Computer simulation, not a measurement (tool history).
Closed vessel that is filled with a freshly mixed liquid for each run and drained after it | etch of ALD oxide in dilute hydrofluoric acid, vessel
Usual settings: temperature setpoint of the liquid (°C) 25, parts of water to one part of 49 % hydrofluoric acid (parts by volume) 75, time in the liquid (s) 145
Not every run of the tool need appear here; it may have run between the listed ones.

run    hour  temperature setpoint of the liquid (°C)  parts of water to one part of 49 % hydrofluoric acid (parts by volume)  time in the liquid (s)  wafers since the last listed run  hours since the thermometer was replaced  hours since the hydrofluoric acid flow meter was replaced  hours since the gauge calibration  read-back film thickness of the ALD oxide reference wafer, read on the same gauge (nm)  thickness taken off the ALD oxide on a monitor wafer (nm)
  1       0                                       25                                                                     100                     145                                 0                                       249                                                       1303                              604.1                                                                                  120.01                                                      28.76
  2    24.3                                       25                                                                      65                     145                              2671                                     273.3                                                     1327.3                              628.4                                                                                     120                                                      46.45
  3    58.5                                       25                                                                      65                     145                              3759                                     307.5                                                     1361.5                              662.6                                                                                  119.97                                                      47.01
  4   123.6                                       25                                                                      65                     145                              7155                                     372.6                                                     1426.6                              727.7                                                                                     120                                                      46.47
  5   183.6                                       24                                                                      75                     210                              6595                                     432.6                                                     1486.6                              787.7                                                                                  119.99                                                      56.03
  6   250.3                                       22                                                                      75                     145                              7331                                     499.3                                                     1553.3                              854.4                                                                                  119.98                                                      35.58
  7     290                                       22                                                                      75                     145                              4363                                       539                                                       1593                              894.1                                                                                  120.02                                                      35.97
  8     340                                       25                                                                      75                     145                              5495                                       589                                                       1643                              944.1                                                                                  119.97                                                      40.33
  9   367.4                                       25                                                                      75                     145                              3011                                     616.4                                                     1670.4                              971.5                                                                                  119.97                                                      40.42
 10   415.4                                       25                                                                      75                     145                              5276                                     664.4                                                     1718.4                             1019.5                                                                                     120                                                      40.46
        495  -- hydrofluoric acid flow meter replaced
      524.4  -- gauge calibrated
 11   617.4                                       25                                                                      75                     100                             22093                                     866.4                                                      122.4                                 93                                                                                  120.01                                                      30.08
 12   659.7                                       25                                                                     110                     145                              4649                                     908.7                                                      164.7                              135.3                                                                                  119.96                                                      28.47
 13     693                                       27                                                                     105                     145                              3660                                       942                                                        198                              168.6                                                                                  119.97                                                      32.73
 14   728.7                                       25                                                                      75                     145                              3924                                     977.7                                                      233.7                              204.3                                                                                     120                                                      43.41
      771.5  -- hydrofluoric acid flow meter replaced, repeated, since the last time left the tool worse
      773.5  -- thermometer replaced
 15     775                                       25                                                                      85                     145                              4869                                       1.5                                                        3.5                              250.6                                                                                  120.03                                                      33.23
 16   805.1                                       25                                                                      75                     145                              3308                                      31.6                                                       33.6                              280.7                                                                                  120.02                                                      38.06
 17   923.1                                     22.5                                                                      65                     180                             12970                                     149.6                                                      151.6                              398.7                                                                                  120.03                                                      48.84
 18   984.9                                       25                                                                      75                     145                              6792                                     211.4                                                      213.4                              460.5                                                                                  119.99                                                      37.87
 19  1019.8                                       27                                                                      75                     205                              3836                                     246.3                                                      248.3                              495.4                                                                                  120.05                                                      57.99
 20  1089.5                                       25                                                                      75                     145                              7661                                       316                                                        318                              565.1                                                                                  120.01                                                      38.24
 21  1146.6                                       21                                                                     115                     105                              6276                                     373.1                                                      375.1                              622.2                                                                                  120.03                                                      14.46

For each run, the measured value with the value that run would have given without the tool's hidden condition subtracted. The run-to-run variation is shared by both, the gauge scatter possibly not:
Hidden conditions of the tool in this case: liquid hotter than its thermometer reads (K); hydrofluoric acid flow above the setpoint (%); gauge reads high (%).
run  thickness taken off the ALD oxide on a monitor wafer (nm)
  1                                                      +1.86
  2                                                      +2.94
  3                                                      +3.05
  4                                                      +3.12
  5                                                      +3.93
  6                                                      +2.57
  7                                                      +2.66
  8                                                      +3.07
  9                                                      +3.12
 10                                                       +3.2
 11                                                      +4.26
 12                                                       +4.2
 13                                                      +4.87
 14                                                       +6.3
 15                                                      +0.26
 16                                                      +0.35
 17                                                      +0.68
 18                                                      +0.64
 19                                                      +1.07
 20                                                      +0.82
 21                                                      +0.35
